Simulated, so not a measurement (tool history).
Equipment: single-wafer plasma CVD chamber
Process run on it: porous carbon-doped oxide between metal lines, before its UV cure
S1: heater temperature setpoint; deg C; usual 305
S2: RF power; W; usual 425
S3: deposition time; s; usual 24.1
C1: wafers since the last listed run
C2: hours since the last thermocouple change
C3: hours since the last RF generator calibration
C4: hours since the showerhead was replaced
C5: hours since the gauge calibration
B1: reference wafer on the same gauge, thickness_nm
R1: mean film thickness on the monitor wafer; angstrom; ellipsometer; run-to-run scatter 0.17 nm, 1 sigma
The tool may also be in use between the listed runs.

run   hour   S1   S2    S3   C1      C2      C3      C4     C5       B1       R1
  1    0.0  301  425  24.1    0  1773.8  2265.0  3591.3   81.3  135.025  1113.62
  2   17.7  305  425  24.1  427  1791.5  2282.7  3609.0   99.0  134.997  1092.70
  3   25.3  305  425  24.1  183  1799.1  2290.3  3616.6  106.6  135.023  1091.36
  4   58.2  305  425  24.1  795  1832.0  2323.2  3649.5  139.5  135.008  1093.43
  5   75.9  305  425  24.1  427  1849.7  2340.9  3667.2  157.2  134.966  1093.74
  6  111.7  305  425  24.1  865  1885.5  2376.7  3703.0  193.0  134.967  1091.21
     121.2  -- showerhead replaced
  7  121.7  305  425  24.1   48  1895.5  2386.7     0.5  203.0  135.014  1093.25
     132.0  -- RF generator calibrated
  8  132.5  305  365  25.2   67  1906.3     0.5    11.3  213.8  134.981  1099.92
     134.3  -- gauge calibrated
  9  141.7  305  425  27.9  222  1915.5     9.7    20.5    7.4  135.047  1305.17
 10  157.7  300  425  24.1  386  1931.5    25.7    36.5   23.4  134.984  1162.16
     177.1  -- thermocouple changed; heater temperature recalibrated
 11  177.6  300  425  24.1  287     0.5    45.6    56.4   43.3  134.952  1190.68
 12  184.1  300  425  24.1  157     7.0    52.1    62.9   49.8  134.964  1188.67
 13  201.8  305  425  22.1  427    24.7    69.8    80.6   67.5  135.035  1063.60
 14  211.5  315  500  25.5  234    34.4    79.5    90.3   77.2  135.037  1268.59
 15  227.0  305  425  28.1  374    49.9    95.0   105.8   92.7  135.118  1345.48
 16  237.9  313  380  25.9  263    60.8   105.9   116.7  103.6  134.976  1131.22
 17  246.6  305  425  28.0  210    69.5   114.6   125.4  112.3  135.031  1338.48
 18  256.9  298  425  24.1  249    79.8   124.9   135.7  122.6  134.961  1196.07
 19  274.3  314  510  22.0  420    97.2   142.3   153.1  140.0  134.923  1111.90
 20  289.0  305  425  24.1  355   111.9   157.0   167.8  154.7  134.982  1156.06
 21  295.5  305  425  24.1  157   118.4   163.5   174.3  161.2  134.976  1152.64
 22  310.7  305  425  24.1  367   133.6   178.7   189.5  176.4  135.035  1153.05
 23  322.6  305  425  24.1  287   145.5   190.6   201.4  188.3  134.934  1151.38
 24  330.2  317  425  24.1  183   153.1   198.2   209.0  195.9  134.891  1085.89
 25  344.0  305  425  20.0  333   166.9   212.0   222.8  209.7  135.027   961.13
 26  351.1  305  425  26.2  171   174.0   219.1   229.9  216.8  135.054  1246.66
     356.7  -- gauge calibrated
 27  363.0  305  425  27.9  287   185.9   231.0   241.8    6.3  134.983  1324.80

Alternative continuations, all from the tool just after run 27; predict every row:
  A  363.4  305  425  24.1   9  186.3  231.4  242.2  6.7   ?   ?
  B  363.4  305  495  24.1   9  186.3  231.4  242.2  6.7   ?   ?
  C  363.4  316  425  24.1   9  186.3  231.4  242.2  6.7   ?   ?
  D  363.4  297  450  24.1   9  186.3  231.4  242.2  6.7   ?   ?

run       B1       R1
  A  134.996  1148.70
  B  134.996  1240.08
  C  134.996  1090.54
  D  134.996  1230.21
Without the tool's unlogged condition, the same runs would have read:
run       R1
  A  1162.89
  B  1253.38
  C  1104.02
  D  1245.41
